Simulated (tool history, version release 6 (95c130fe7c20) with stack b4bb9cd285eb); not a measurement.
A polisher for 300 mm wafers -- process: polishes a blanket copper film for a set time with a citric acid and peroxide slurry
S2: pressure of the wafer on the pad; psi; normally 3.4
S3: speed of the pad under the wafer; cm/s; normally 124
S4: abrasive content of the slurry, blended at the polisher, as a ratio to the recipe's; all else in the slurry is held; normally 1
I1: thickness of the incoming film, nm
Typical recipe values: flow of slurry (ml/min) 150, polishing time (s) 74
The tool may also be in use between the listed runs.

Run 1, hour 0: usual settings; I1 858.9. Result: film removed (nm) 205.1.
Run 2, hour 9.9: usual settings; I1 861.9. Result: film removed (nm) 203.7.
Run 3, hour 17.5: usual settings; I1 861.2. Result: film removed (nm) 201.3.
At hour 40.4: slurry blender recalibrated.
Run 4, hour 62.1: usual settings; I1 865.4. Result: film removed (nm) 198.1.
Run 5, hour 74.8: usual settings; I1 865.9. Result: film removed (nm) 197.2.
Run 6, hour 85.4: usual settings but flow of slurry (ml/min) 165, S2 3.9 psi; I1 841. Result: film removed (nm) 231.6.
Run 7, hour 97.6: usual settings but flow of slurry (ml/min) 165, S2 3.9 psi; I1 847.6. Result: film removed (nm) 230.6.
Run 8, hour 113.6: usual settings but flow of slurry (ml/min) 165, S2 3.9 psi; I1 874.5. Result: film removed (nm) 229.
At hour 127.7: slurry nozzle cleaned.
Run 9, hour 128.1: usual settings but S3 154 cm/s; I1 865.5. Result: film removed (nm) 239.7.
At hour 136.3: worn pad replaced by a new one.
Run 10, hour 140: usual settings but S3 154 cm/s; I1 854.2. Result: film removed (nm) 242.4.
Run 11, hour 154: usual settings but S3 154 cm/s; I1 867.2. Result: film removed (nm) 241.9.
At hour 164: slurry blender recalibrated.
Run 12, hour 171.5: usual settings; I1 868.9. Result: film removed (nm) 208.3.
Run 13, hour 184.1: usual settings but flow of slurry (ml/min) 100, S2 4.2 psi; I1 866.5. Result: film removed (nm) 243.6.
Run 14, hour 201: usual settings but flow of slurry (ml/min) 180, S3 140 cm/s; I1 857.7. Result: film removed (nm) 227.4.
Run 15, hour 210.8: usual settings but flow of slurry (ml/min) 180, S2 2.2 psi, S3 136 cm/s, S4 1.1; I1 859.2. Result: film removed (nm) 148.7.
Run 16, hour 216.9: usual settings but S4 1.25; I1 865.5. Result: film removed (nm) 221.7.
Run 17, hour 231.8: usual settings but flow of slurry (ml/min) 175, S3 160 cm/s; I1 864.4. Result: film removed (nm) 245.2.
At hour 246.6: head pressure recalibrated.
Run 18, hour 247: usual settings but flow of slurry (ml/min) 180, S2 2.2 psi, S4 0.75, polishing time (s) 96; I1 864.2. Result: film removed (nm) 154.7.
Run 19, hour 262.7: usual settings but S2 4.1 psi, S3 80 cm/s, S4 0.7, polishing time (s) 48; I1 856.2. Result: film removed (nm) 107.1.
Run 20, hour 276.3: usual settings but S2 3.8 psi, S3 98 cm/s, S4 0.8, polishing time (s) 88; I1 843.7. Result: film removed (nm) 212.6.
At hour 289.1: worn pad replaced by a new one.
At hour 294.5: slurry blender recalibrated.
Run 21, hour 295: usual settings but S3 154 cm/s; I1 849.2. Result: film removed (nm) 240.3.
Run 22, hour 325.8: usual settings but flow of slurry (ml/min) 165, S2 4.5 psi, polishing time (s) 91; I1 849.7. Result: film removed (nm) 334.7.

A few steps of film removed (nm) between consecutive runs. Split each: what settings, incoming material and random variation would produce without the hidden state, and what is left over for the hidden state, along with gauge scatter present in only one of the two compared results (measured, and without hidden state):
Unlogged tool condition in this case: removal rate lost through wear of the pad, %; slurry flow missing at the pad, %; deviation of the head's pressure from its setpoint, %; abrasive missing from the slurry, %.
Run 8 -> 9: flow of slurry (ml/min) 165 -> 150, S2 3.9 -> 3.4, S3 124 -> 154, slurry nozzle cleaned. film removed (nm) +10.7: hidden state +11, all else -0.3.
Run 19 -> 20: S2 4.1 -> 3.8, S3 80 -> 98, S4 0.7 -> 0.8, polishing time (s) 48 -> 88. film removed (nm) +105.5: hidden state -9.2, all else +114.7.
Run 21 -> 22: flow of slurry (ml/min) 150 -> 165, S2 3.4 -> 4.5, S3 154 -> 124, polishing time (s) 74 -> 91. film removed (nm) +94.4: hidden state -11.3, all else +105.7.
